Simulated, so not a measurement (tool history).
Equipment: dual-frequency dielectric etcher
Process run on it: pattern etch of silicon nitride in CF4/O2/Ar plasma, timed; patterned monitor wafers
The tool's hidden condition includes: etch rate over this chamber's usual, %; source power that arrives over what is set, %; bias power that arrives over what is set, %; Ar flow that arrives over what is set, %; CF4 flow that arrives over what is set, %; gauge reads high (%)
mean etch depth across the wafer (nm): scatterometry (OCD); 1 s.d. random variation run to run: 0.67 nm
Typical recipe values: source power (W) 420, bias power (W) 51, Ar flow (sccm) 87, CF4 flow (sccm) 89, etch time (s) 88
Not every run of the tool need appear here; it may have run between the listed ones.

run	hour	source power (W)	bias power (W)	Ar flow (sccm)	CF4 flow (sccm)	etch time (s)	wafers since the last listed run	hours since the last wet clean	hours since the last source power generator calibration	hours since the last bias power generator calibration	hours since the last Ar flow controller change	hours since the last CF4 flow controller change	hours since the last upper electrode change	hours since the gauge calibration	read-back reference wafer on the same gauge, depth_nm	mean etch depth across the wafer (nm)
1	0	420	51	87	89	88	0	377.5	3460.1	3941.4	3001.7	3396.5	1949.7	1217	142	125.5
2	28.1	420	51	87	89	88	352	405.6	3488.2	3969.5	3029.8	3424.6	1977.8	1245.1	142.1	126
# hour 111.4: wet clean of the chamber
3	158.3	420	51	87	89	88	1333	46.9	3618.4	4099.7	3160	3554.8	2108	1375.3	141.9	124.3
4	192.8	360	51	87	89	88	433	81.4	3652.9	4134.2	3194.5	3589.3	2142.5	1409.8	141.9	112.1
5	260	360	51	87	89	88	843	148.6	3720.1	4201.4	3261.7	3656.5	2209.7	1477	141.9	110.9
# hour 267.1: Ar flow controller replaced
6	294.3	360	51	87	89	88	355	182.9	3754.4	4235.7	27.2	3690.8	2244	1511.3	142.4	111
7	322.1	420	51	87	89	88	349	210.7	3782.2	4263.5	55	3718.6	2271.8	1539.1	141.8	124.9
# hour 322.5: gauge calibrated
8	347.1	420	51	87	89	88	313	235.7	3807.2	4288.5	80	3743.6	2296.8	24.6	141.9	125.4
9	408.6	330	45	87	89	88	772	297.2	3868.7	4350	141.5	3805.1	2358.3	86.1	141.6	101.3
10	461.6	330	51	87	89	88	665	350.2	3921.7	4403	194.5	3858.1	2411.3	139.1	141.9	106.2
11	515.7	450	51	108	105	88	679	404.3	3975.8	4457.1	248.6	3912.2	2465.4	193.2	141.8	132.6
# hour 527.9: CF4 flow controller replaced
# hour 556.4: wet clean of the chamber
12	568.3	420	51	87	89	88	283	11.9	4028.4	4509.7	301.2	40.4	2518	245.8	141.9	126.1
# hour 582.5: bias power generator calibrated
13	638.1	420	51	87	89	88	826	81.7	4098.2	55.6	371	110.2	2587.8	315.6	141.9	125.5
14	777.7	420	57	96	89	88	1752	221.3	4237.8	195.2	510.6	249.8	2727.4	455.2	142.1	129.5
# hour 824.8: upper electrode replaced
15	839.7	470	43	68	89	78.5	477	283.3	4299.8	257.2	572.6	311.8	14.9	517.2	142	120.6
16	899.3	420	51	74	89	88	748	342.9	4359.4	316.8	632.2	371.4	74.5	576.8	142	130.4
# hour 926.2: source power generator calibrated
# hour 980.8: wet clean of the chamber
17	981.3	420	51	87	89	88	678	0.5	55.1	398.8	714.2	453.4	156.5	658.8	142.1	123.3
18	1006.1	420	51	103	95	88	311	25.3	79.9	423.6	739	478.2	181.3	683.6	142.1	122.8
19	1165.7	470	51	96	73	70.5	2003	184.9	239.5	583.2	898.6	637.8	340.9	843.2	141.9	103.5
20	1320.9	420	57	87	89	88	1948	340.1	394.7	738.4	1053.8	793	496.1	998.4	142.2	132.8

5 options for the next run, each taken on its own from the tool as it stands now. Forecast them:
A	1321.3	420	51	87	75	88	5	340.5	395.1	738.8	1054.2	793.4	496.5	998.8	?	?
B	1321.3	420	51	87	89	111	5	340.5	395.1	738.8	1054.2	793.4	496.5	998.8	?	?
C	1321.3	420	40	87	79	88	5	340.5	395.1	738.8	1054.2	793.4	496.5	998.8	?	?
D	1321.3	330	47	108	89	68.5	5	340.5	395.1	738.8	1054.2	793.4	496.5	998.8	?	?
E	1321.3	420	51	87	68	88	5	340.5	395.1	738.8	1054.2	793.4	496.5	998.8	?	?

run	read-back reference wafer on the same gauge, depth_nm	mean etch depth across the wafer (nm)
A	142.2	123.3
B	142.2	159.3
C	142.2	113.5
D	142.2	76.8
E	142.2	121.4
Take away the tool's hidden state, keep each run's random variation, and the runs would have read:
run	mean etch depth across the wafer (nm)
A	120.5
B	155.8
C	110.9
D	75.1
E	118.7
